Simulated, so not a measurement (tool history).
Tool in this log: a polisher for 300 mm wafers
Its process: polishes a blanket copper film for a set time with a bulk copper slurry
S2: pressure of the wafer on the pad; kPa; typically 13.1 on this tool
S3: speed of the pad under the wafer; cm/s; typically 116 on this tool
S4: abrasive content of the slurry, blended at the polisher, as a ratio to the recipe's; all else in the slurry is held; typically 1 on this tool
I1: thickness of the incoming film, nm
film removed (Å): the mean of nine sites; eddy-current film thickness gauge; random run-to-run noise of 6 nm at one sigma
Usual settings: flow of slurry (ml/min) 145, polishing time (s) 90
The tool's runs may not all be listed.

Run 1, hour 0: usual settings but S3 92 cm/s; I1 3590.5. Result: film removed (Å) 4470.
Run 2, hour 17.8: usual settings but S3 92 cm/s; I1 3568.3. Result: film removed (Å) 4478.
Run 3, hour 35.4: usual settings but S3 92 cm/s; I1 3616.4. Result: film removed (Å) 4433.
Run 4, hour 48.6: usual settings; I1 3587.5. Result: film removed (Å) 5011.
At hour 67.9: worn pad replaced by a new one.
Run 5, hour 68.4: usual settings; I1 3629.9. Result: film removed (Å) 4754.
Run 6, hour 78.2: usual settings; I1 3541.3. Result: film removed (Å) 4713.
Run 7, hour 89: usual settings; I1 3562.3. Result: film removed (Å) 4589.
At hour 98.4: slurry nozzle cleaned.
Run 8, hour 101.7: usual settings but S3 132 cm/s; I1 3565.5. Result: film removed (Å) 5659.
Run 9, hour 112.9: usual settings but flow of slurry (ml/min) 195, S3 128 cm/s, S4 0.8, polishing time (s) 73; I1 3532.2. Result: film removed (Å) 4435.
Run 10, hour 128.2: usual settings but flow of slurry (ml/min) 105, S2 17.2 kPa, S4 0.75; I1 3560.7. Result: film removed (Å) 5648.
At hour 138.6: slurry blender recalibrated.
Run 11, hour 139.9: usual settings but polishing time (s) 104; I1 3633.2. Result: film removed (Å) 6829.
At hour 149.6: head pressure recalibrated.
Run 12, hour 150.1: usual settings but S2 10.3 kPa, S4 1.1; I1 3584.5. Result: film removed (Å) 4788.
At hour 155.5: worn pad replaced by a new one.
Run 13, hour 193: usual settings; I1 3611.6. Result: film removed (Å) 5796.
Run 14, hour 206.9: usual settings but S3 136 cm/s, S4 0.85, polishing time (s) 76; I1 3505.6. Result: film removed (Å) 5091.
Run 15, hour 213.2: usual settings; I1 3559.1. Result: film removed (Å) 5726.

Forecast each of these 3 alternatives for the next run:
Run A, hour 213.6: usual settings but S2 11 kPa; I1 3566.6. Result: film removed (Å) ?.
Run B, hour 213.6: usual settings but flow of slurry (ml/min) 105, S3 96 cm/s, S4 0.9; I1 3566.6. Result: film removed (Å) ?.
Run C, hour 213.6: usual settings but S2 15.9 kPa, S3 104 cm/s, polishing time (s) 68; I1 3566.6. Result: film removed (Å) ?.

run  film removed (Å)
  A              4905
  B              4669
  C              4997
Without the tool's unlogged condition, the same runs would have read:
run  film removed (Å)
  A              5046
  B              4831
  C              5141
